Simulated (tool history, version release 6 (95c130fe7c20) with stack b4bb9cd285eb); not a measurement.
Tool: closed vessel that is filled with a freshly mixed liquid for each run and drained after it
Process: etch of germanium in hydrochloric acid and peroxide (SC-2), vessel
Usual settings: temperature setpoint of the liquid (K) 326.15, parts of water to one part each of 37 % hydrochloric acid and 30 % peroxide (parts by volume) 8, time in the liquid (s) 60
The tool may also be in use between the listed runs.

| run | day | temperature setpoint of the liquid (K) | parts of water to one part each of 37 % hydrochloric acid and 30 % peroxide (parts by volume) | time in the liquid (s) | read-back film thickness of the germanium reference wafer, read on the same gauge (nm) | thickness taken off the germanium on a monitor wafer (angstrom) |
|---|---|---|---|---|---|---|
| 1 | 0 | 326.15 | 8 | 60 | 99.96 | 2320.9 |
| 2 | 1.525 | 326.15 | 8 | 60 | 100.01 | 2337.8 |
| 3 | 2.783 | 326.15 | 8 | 60 | 100 | 2305.5 |
| 4 | 5.675 | 326.15 | 8 | 60 | 100 | 2328.4 |
|  | 5.942 | new drum of peroxide connected |
| 5 | 7.175 | 326.15 | 8 | 60 | 99.98 | 2320.6 |
| 6 | 8.604 | 326.15 | 8 | 60 | 100.01 | 2323.3 |
| 7 | 9.646 | 326.15 | 8 | 60 | 99.98 | 2351.3 |
|  | 10.4 | chemicals flow meter replaced |
| 8 | 11.121 | 326.15 | 8 | 60 | 99.99 | 2338.3 |
| 9 | 12.496 | 326.15 | 8 | 60 | 99.99 | 2400.2 |
| 10 | 15.404 | 326.15 | 8 | 60 | 99.97 | 2342.8 |
| 11 | 17.221 | 316.65 | 8 | 60 | 99.99 | 1765.3 |
| 12 | 18.933 | 326.15 | 8 | 60 | 99.99 | 2388.1 |
| 13 | 21.654 | 332.65 | 12 | 35 | 100.01 | 1609.5 |
| 14 | 22.696 | 331.15 | 10 | 70 | 100 | 3140.4 |
| 15 | 24.412 | 326.15 | 8 | 60 | 99.98 | 2375.1 |
| 16 | 25.842 | 326.15 | 8 | 60 | 100.02 | 2350.6 |
|  | 26.488 | new drum of peroxide connected |
| 17 | 28.346 | 326.15 | 8 | 75 | 100.01 | 2969.4 |
|  | 28.638 | thermometer replaced |
|  | 29.508 | gauge calibrated |
| 18 | 29.792 | 319.65 | 5.5 | 90 | 100 | 2772.7 |
| 19 | 31.788 | 331.15 | 9.5 | 40 | 100 | 1694.8 |
| 20 | 32.95 | 326.15 | 8 | 60 | 100 | 2180.9 |
| 21 | 35.162 | 326.15 | 4 | 60 | 99.99 | 2286 |
| 22 | 36.788 | 326.15 | 8 | 60 | 100.01 | 2212.4 |
| 23 | 38.704 | 326.15 | 6.5 | 60 | 100.01 | 2243.7 |
| 24 | 40.754 | 335.15 | 10.5 | 45 | 100 | 2114.2 |
| 25 | 42.083 | 334.65 | 8 | 70 | 99.99 | 3315.9 |
| 26 | 43.375 | 318.65 | 11.5 | 90 | 100 | 2555.4 |
|  | 45.967 | new drum of peroxide connected |
| 27 | 46.179 | 326.15 | 8 | 60 | 99.96 | 2245.9 |
| 28 | 47.812 | 316.15 | 8 | 45 | 99.99 | 1226.6 |
| 29 | 50.446 | 316.65 | 8 | 40 | 99.99 | 1093.3 |

Forecast each of these 5 alternatives for the next run:
| A | 50.475 | 326.15 | 8 | 60 | ? | ? |
| B | 50.475 | 320.15 | 9 | 35 | ? | ? |
| C | 50.475 | 317.15 | 12 | 50 | ? | ? |
| D | 50.475 | 318.65 | 7 | 60 | ? | ? |
| E | 50.475 | 335.15 | 8 | 60 | ? | ? |

| run | read-back film thickness of the germanium reference wafer, read on the same gauge (nm) | thickness taken off the germanium on a monitor wafer (angstrom) |
|---|---|---|
| A | 100 | 2242 |
| B | 100 | 1073.5 |
| C | 100 | 1355.3 |
| D | 100 | 1781.9 |
| E | 100 | 2935.4 |
Without the tool's hidden state the same runs would have given:
| run | thickness taken off the germanium on a monitor wafer (angstrom) |
|---|---|
| A | 2159.5 |
| B | 1032.6 |
| C | 1303.2 |
| D | 1712.7 |
| E | 2833.6 |
